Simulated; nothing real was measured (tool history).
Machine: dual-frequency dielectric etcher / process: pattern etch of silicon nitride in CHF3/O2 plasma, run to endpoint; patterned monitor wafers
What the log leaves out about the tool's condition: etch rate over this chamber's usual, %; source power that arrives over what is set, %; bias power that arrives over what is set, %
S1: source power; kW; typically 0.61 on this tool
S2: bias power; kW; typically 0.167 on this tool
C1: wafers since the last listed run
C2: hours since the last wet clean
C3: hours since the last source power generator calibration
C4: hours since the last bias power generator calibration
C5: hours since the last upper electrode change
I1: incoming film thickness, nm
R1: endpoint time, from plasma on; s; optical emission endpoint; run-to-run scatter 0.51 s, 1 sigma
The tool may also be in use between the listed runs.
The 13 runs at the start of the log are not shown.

run    hour    S1     S2   C1     C2      C3      C4      C5     I1    R1
        711  -- source power generator calibrated
 14   733.6  0.61  0.167  217  153.7    22.6  3267.1  4626.8    105  73.7
 15     775  0.61  0.167  272  195.1      64  3308.5  4668.2  105.8  75.1
 16   840.6  0.61  0.176  431  260.7   129.6  3374.1  4733.8  104.7  73.2
 17   866.9  0.61  0.176  173    287   155.9  3400.4  4760.1  104.8  72.8
 18   930.2  0.51  0.128  416  350.3   219.2  3463.7  4823.4  104.9  83.5
 19   970.4  0.61  0.167  264  390.5   259.4  3503.9  4863.6  104.8  73.2
      995.2  -- wet clean of the chamber
 20    1010  0.61  0.138  102   14.8     299  3543.5  4903.2  105.3  79.7
 21  1066.5  0.52  0.191  371   71.3   355.5    3600  4959.7  104.2  74.9
 22  1097.9  0.61  0.167  206  102.7   386.9  3631.4  4991.1  105.5  74.5
 23  1142.9  0.61  0.167  296  147.7   431.9  3676.4  5036.1  105.4  74.6
 24  1203.3  0.55  0.167  397  208.1   492.3  3736.8  5096.5    105  77.5
 25  1231.5   0.5  0.193  185  236.3   520.5    3765  5124.7    105  76.2
     1272.5  -- upper electrode replaced
 26  1288.7  0.69  0.167  218  293.5   577.7  3822.2    16.2  105.1  71.4
     1326.3  -- bias power generator calibrated
 27  1353.9  0.52  0.181  402  358.7   642.9    27.6    81.4  104.9  75.8
 28  1424.7  0.47  0.149  465  429.5   713.7    98.4   152.2  104.2  81.6
     1484.3  -- wet clean of the chamber
 29  1494.6  0.61  0.167  301   10.3   783.6   168.3   222.1  105.9  74.9
 30  1550.4  0.61  0.167  367   66.1   839.4   224.1   277.9    105  75.3
 31  1577.8  0.61  0.167  180   93.5   866.8   251.5   305.3  105.2  75.2
 32  1606.6  0.67  0.187  189  122.3   895.6   280.3   334.1  104.3  69.8
 33  1653.4  0.74  0.194  307  169.1   942.4   327.1   380.9  104.6  66.7
 34  1696.9  0.53  0.181  286  212.6   985.9   370.6   424.4  105.5  75.4
 35  1728.6  0.61  0.131  208  244.3  1017.6   402.3   456.1  105.9  79.4
 36  1776.5  0.68  0.185  315  292.2  1065.5   450.2     504  105.3  68.9

3 ways to go on from here, each from the tool as it stands after run 36. What would each give?
  A  1776.9  0.61  0.203   2  292.6  1065.9  450.6  504.4  106.4   ?
  B  1776.9  0.56  0.179   2  292.6  1065.9  450.6  504.4  106.4   ?
  C  1776.9  0.49  0.195   2  292.6  1065.9  450.6  504.4  106.4   ?

run    R1
  A  70.2
  B    75
  C  76.4
Without the tool's unlogged condition, the same runs would have read:
run    R1
  A  72.6
  B  77.5
  C  78.9
